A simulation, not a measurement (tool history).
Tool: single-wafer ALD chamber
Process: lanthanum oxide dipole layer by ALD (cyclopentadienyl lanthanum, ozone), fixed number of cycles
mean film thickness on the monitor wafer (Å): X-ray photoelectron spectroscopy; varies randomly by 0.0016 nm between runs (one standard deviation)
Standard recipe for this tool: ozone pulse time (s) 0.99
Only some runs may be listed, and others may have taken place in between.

| run | hour | ozone pulse time (s) | read-back reference wafer on the same gauge, thickness_nm | mean film thickness on the monitor wafer (Å) |
|---|---|---|---|---|
| 1 | 0.0 | 1.17 | 0.457 | 5.71 |
| 2 | 45.5 | 1.17 | 0.457 | 5.71 |
| 3 | 74.5 | 0.99 | 0.457 | 5.41 |
| 4 | 127.5 | 0.99 | 0.457 | 5.45 |
| 5 | 188.5 | 0.99 | 0.456 | 5.44 |
|  | 213.2 | ozone generator serviced |
| 6 | 213.7 | 1.28 | 0.457 | 5.87 |
| 7 | 248.8 | 1.08 | 0.457 | 5.60 |
| 8 | 314.0 | 1.08 | 0.458 | 5.54 |
| 9 | 340.5 | 1.08 | 0.457 | 5.58 |
| 10 | 382.4 | 1.10 | 0.457 | 5.65 |
| 11 | 408.9 | 1.10 | 0.457 | 5.63 |
| 12 | 467.0 | 1.10 | 0.457 | 5.62 |
| 13 | 534.5 | 0.99 | 0.457 | 5.43 |
| 14 | 571.4 | 0.99 | 0.457 | 5.40 |
| 15 | 596.3 | 1.30 | 0.458 | 5.86 |
| 16 | 642.1 | 1.34 | 0.458 | 5.93 |
|  | 656.3 | gauge calibrated |
| 17 | 689.4 | 1.37 | 0.457 | 5.92 |
| 18 | 734.1 | 1.24 | 0.457 | 5.80 |
| 19 | 793.6 | 1.21 | 0.458 | 5.77 |
|  | 864.5 | thermocouple changed; heater temperature recalibrated |
| 20 | 865.0 | 0.99 | 0.457 | 5.41 |
| 21 | 912.6 | 0.99 | 0.457 | 5.41 |
| 22 | 959.2 | 0.79 | 0.457 | 4.90 |
| 23 | 1026.3 | 1.32 | 0.457 | 5.90 |
|  | 1078.0 | showerhead replaced |
| 24 | 1092.5 | 1.18 | 0.457 | 5.71 |

Run 25, settings as shown, results not yet in. Your forecast:
| 25 | 1148.6 | 0.72 | ? | ? |

Logged for run 25: read-back reference wafer on the same gauge, thickness_nm 0.457, mean film thickness on the monitor wafer (Å) 4.63.
Minus the tool's unlogged condition, the same run would have read mean film thickness on the monitor wafer (Å) 4.63.
